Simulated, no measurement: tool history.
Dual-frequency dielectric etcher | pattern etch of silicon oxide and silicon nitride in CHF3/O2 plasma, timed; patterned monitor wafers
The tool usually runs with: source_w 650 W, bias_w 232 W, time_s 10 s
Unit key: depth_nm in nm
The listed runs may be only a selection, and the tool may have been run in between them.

| run | day | source_w | bias_w | time_s | read-back reference wafer on the same gauge, depth_nm | depth_nm |
|---|---|---|---|---|---|---|
| 1 | 0 | 710 | 264 | 10 | 13.8 | 18.72 |
| 2 | 1.779 | 650 | 232 | 10 | 13.78 | 17.54 |
|  | 4.675 | wet clean of the chamber |
| 3 | 5.458 | 650 | 232 | 10 | 13.81 | 17.15 |
| 4 | 9.8 | 610 | 232 | 10 | 13.8 | 16.71 |
| 5 | 11.762 | 610 | 232 | 10 | 13.78 | 16.83 |
| 6 | 13.446 | 650 | 232 | 10 | 13.83 | 17.6 |
| 7 | 16.388 | 650 | 232 | 10 | 13.82 | 17.59 |
|  | 19.779 | bias power generator calibrated |
|  | 19.796 | upper electrode replaced |
| 8 | 20.808 | 650 | 232 | 10 | 13.83 | 17.74 |
|  | 22.683 | wet clean of the chamber |
|  | 22.825 | source power generator calibrated |
| 9 | 27.1 | 650 | 232 | 11 | 13.79 | 18.79 |
| 10 | 29.225 | 590 | 273 | 10 | 13.78 | 16.86 |
| 11 | 31.275 | 520 | 193 | 10 | 13.8 | 14.72 |
|  | 33.658 | gauge calibrated |
| 12 | 34.112 | 650 | 232 | 10 | 13.79 | 17.34 |
| 13 | 37.5 | 710 | 232 | 12 | 13.78 | 22.03 |
| 14 | 40.417 | 650 | 267 | 9 | 13.8 | 16.4 |
|  | 43.046 | wet clean of the chamber |
| 15 | 43.067 | 650 | 288 | 10 | 13.79 | 17.85 |
| 16 | 45.958 | 730 | 175 | 12 | 13.82 | 20.44 |
| 17 | 48.542 | 650 | 232 | 10 | 13.8 | 17.26 |
| 18 | 50.933 | 770 | 184 | 11.5 | 13.8 | 20.81 |
| 19 | 55.154 | 650 | 232 | 8.5 | 13.77 | 14.77 |

Consider 4 possible next runs. They are alternatives, not a sequence: every one starts from the tool as it was left by run 19. What does each give?
| A | 55.171 | 650 | 232 | 10 | ? | ? |
| B | 55.171 | 650 | 276 | 8.5 | ? | ? |
| C | 55.171 | 780 | 281 | 8.5 | ? | ? |
| D | 55.171 | 760 | 195 | 12 | ? | ? |

| run | read-back reference wafer on the same gauge, depth_nm | depth_nm |
|---|---|---|
| A | 13.83 | 17.53 |
| B | 13.83 | 15.52 |
| C | 13.83 | 17.07 |
| D | 13.83 | 21.96 |
The same runs, with their run-to-run variation unchanged, on a tool lacking any hidden condition would have given:
| run | depth_nm |
|---|---|
| A | 16.97 |
| B | 15.02 |
| C | 16.53 |
| D | 21.25 |

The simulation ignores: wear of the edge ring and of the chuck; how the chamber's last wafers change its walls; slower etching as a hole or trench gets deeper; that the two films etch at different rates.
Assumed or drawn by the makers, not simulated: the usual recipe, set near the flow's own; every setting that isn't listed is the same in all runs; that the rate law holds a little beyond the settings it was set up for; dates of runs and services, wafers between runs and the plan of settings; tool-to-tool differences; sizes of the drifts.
